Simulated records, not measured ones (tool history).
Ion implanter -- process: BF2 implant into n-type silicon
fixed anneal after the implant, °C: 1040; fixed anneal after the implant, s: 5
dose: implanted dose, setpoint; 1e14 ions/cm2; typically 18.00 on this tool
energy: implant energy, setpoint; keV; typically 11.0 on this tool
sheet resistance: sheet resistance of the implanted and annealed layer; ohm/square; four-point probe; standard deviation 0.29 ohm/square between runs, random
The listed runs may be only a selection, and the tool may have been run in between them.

run,hour,dose,energy,"read-back reference wafer on the same gauge, sheet resistance",sheet resistance
1,0.0,18.00,11.0,228.53,192.15
2,13.0,15.79,14.0,228.49,177.34
3,25.8,15.79,14.0,228.45,177.32
4,57.3,18.00,8.5,228.39,210.91
5,67.4,18.00,8.5,228.46,211.14
6,82.2,18.00,8.5,228.33,210.62
7,100.8,18.00,11.0,228.43,191.96
8,108.8,18.00,11.0,228.31,191.35
9,118.9,18.00,11.0,228.35,191.57
10,133.5,18.00,9.5,228.38,202.34
11,143.4,18.00,11.0,228.28,191.98
# hour 148.2: gauge calibrated
12,156.0,18.00,11.0,230.69,193.73
13,164.3,18.00,11.0,230.54,193.57
# hour 186.4: extraction supply calibrated
14,187.7,18.00,11.0,230.07,193.64
15,193.9,18.00,13.5,230.10,177.56
16,209.6,18.00,7.5,229.76,220.97
17,217.8,12.74,12.0,229.65,196.81
18,230.1,21.51,13.0,229.50,177.04
19,237.1,18.00,11.0,229.44,192.80
# hour 247.1: Faraday cup replaced and dose calibrated
20,250.0,14.35,13.5,229.41,183.23
21,261.8,18.00,11.0,229.21,192.57
22,268.7,22.42,9.5,229.24,199.71
23,285.9,16.29,13.0,229.09,182.41
24,298.4,20.29,13.5,229.09,175.29
25,314.0,14.92,14.5,228.88,176.46

Here are 3 independent what-if runs from the current tool condition. What would each one return?
A,314.4,18.00,12.5,?,?
B,314.4,15.44,9.5,?,?
C,314.4,14.44,11.0,?,?

run,"read-back reference wafer on the same gauge, sheet resistance",sheet resistance
A,228.98,183.09
B,228.98,207.23
C,228.98,198.52
Without the tool's unlogged condition, the same runs would have read:
run,sheet resistance
A,184.74
B,209.09
C,200.31
